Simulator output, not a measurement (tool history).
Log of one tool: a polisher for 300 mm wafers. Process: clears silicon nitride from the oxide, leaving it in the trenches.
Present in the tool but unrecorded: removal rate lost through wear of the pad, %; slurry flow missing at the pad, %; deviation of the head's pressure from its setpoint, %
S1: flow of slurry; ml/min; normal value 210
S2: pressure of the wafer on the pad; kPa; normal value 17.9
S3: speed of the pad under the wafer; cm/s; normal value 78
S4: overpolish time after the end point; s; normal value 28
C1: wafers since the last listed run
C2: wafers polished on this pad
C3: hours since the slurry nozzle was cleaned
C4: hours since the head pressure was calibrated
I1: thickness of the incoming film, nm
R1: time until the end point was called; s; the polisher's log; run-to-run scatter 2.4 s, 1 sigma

run,hour,S1,S2,S3,S4,C1,C2,C3,C4,I1,R1
1,0.0,210,17.9,78,28,0,716,233.1,1073.0,94.5,135.8
# hour 40.9: worn pad replaced by a new one
2,43.8,210,17.9,78,28,359,26,276.9,1116.8,96.6,126.7
3,60.2,210,17.9,78,28,148,174,293.3,1133.2,95.1,124.6
4,74.1,210,17.9,78,35,125,299,307.2,1147.1,97.2,131.0
5,86.6,210,17.9,78,28,112,412,319.7,1159.6,94.2,131.7
6,100.2,210,17.9,78,28,122,535,333.3,1173.2,95.3,135.0
7,112.1,210,17.9,78,28,107,643,345.2,1185.1,96.9,139.4
8,122.9,210,17.9,78,28,97,740,356.0,1195.9,94.7,140.1
9,129.8,210,17.9,78,28,62,803,362.9,1202.8,95.6,142.0
10,144.1,210,17.9,78,28,129,932,377.2,1217.1,94.4,141.3
11,152.5,210,17.9,78,28,75,1008,385.6,1225.5,94.4,140.0
# hour 157.8: worn pad replaced by a new one
12,163.4,210,17.9,78,22,62,50,396.5,1236.4,94.0,121.3
13,170.6,210,17.9,78,28,65,115,403.7,1243.6,93.8,127.8
14,176.8,210,17.9,78,38,56,171,409.9,1249.8,96.2,128.0
# hour 187.8: head pressure recalibrated
15,193.0,210,16.5,78,17,128,299,426.1,5.2,94.0,135.8
16,209.5,210,17.9,78,16,149,448,442.6,21.7,94.6,131.4
17,223.3,210,17.9,78,16,124,573,456.4,35.5,94.2,130.8
18,236.4,210,17.9,78,28,118,691,469.5,48.6,94.9,136.8
19,247.0,210,17.9,78,28,95,787,480.1,59.2,96.7,140.2
20,254.5,210,17.9,78,28,67,855,487.6,66.7,93.6,136.5
# hour 264.7: worn pad replaced by a new one
# hour 266.5: slurry nozzle cleaned
21,269.1,210,17.9,78,28,86,30,2.6,81.3,94.7,125.6
22,284.8,210,17.9,58,38,141,172,18.3,97.0,96.1,158.0
23,329.2,180,17.9,78,21,401,573,62.7,141.4,94.7,138.0
24,346.0,210,17.9,78,28,151,725,79.5,158.2,93.0,131.3
# hour 366.7: worn pad replaced by a new one
25,367.2,240,14.5,78,28,155,4,100.7,179.4,95.1,149.5
26,378.0,155,20.0,78,12,97,101,111.5,190.2,93.9,114.3
27,393.9,145,20.0,88,20,143,245,127.4,206.1,96.2,109.6
28,407.4,265,22.1,86,14,121,367,140.9,219.6,95.9,96.4
29,423.6,285,15.2,78,42,146,513,157.1,235.8,93.6,149.1
30,431.3,210,17.9,52,28,69,583,164.8,243.5,95.4,195.4
31,446.8,210,17.9,78,28,140,723,180.3,259.0,94.0,135.9
32,454.7,260,22.1,58,23,71,794,188.2,266.9,93.3,139.4
# hour 461.2: worn pad replaced by a new one
33,469.1,210,17.9,64,28,93,71,202.6,281.3,96.4,153.1
34,485.2,280,17.9,96,13,145,217,218.7,297.4,95.1,104.0
35,499.8,235,17.9,78,28,131,349,233.3,312.0,96.2,128.2

Branching from run 35: 5 alternative next runs. What would each branch give?
A,500.3,210,20.0,78,28,4,353,233.8,312.5,93.9,?
B,500.3,280,12.4,54,35,4,353,233.8,312.5,93.9,?
C,500.3,265,17.9,86,41,4,353,233.8,312.5,93.9,?
D,500.3,265,20.7,90,28,4,353,233.8,312.5,93.9,?
E,500.3,210,23.4,78,28,4,353,233.8,312.5,93.9,?

run,R1
A,117.7
B,251.4
C,118.0
D,98.3
E,100.4
With the hidden condition removed and each run's random variation left untouched, the same runs would have given:
run,R1
A,111.8
B,238.8
C,112.1
D,93.3
E,95.4

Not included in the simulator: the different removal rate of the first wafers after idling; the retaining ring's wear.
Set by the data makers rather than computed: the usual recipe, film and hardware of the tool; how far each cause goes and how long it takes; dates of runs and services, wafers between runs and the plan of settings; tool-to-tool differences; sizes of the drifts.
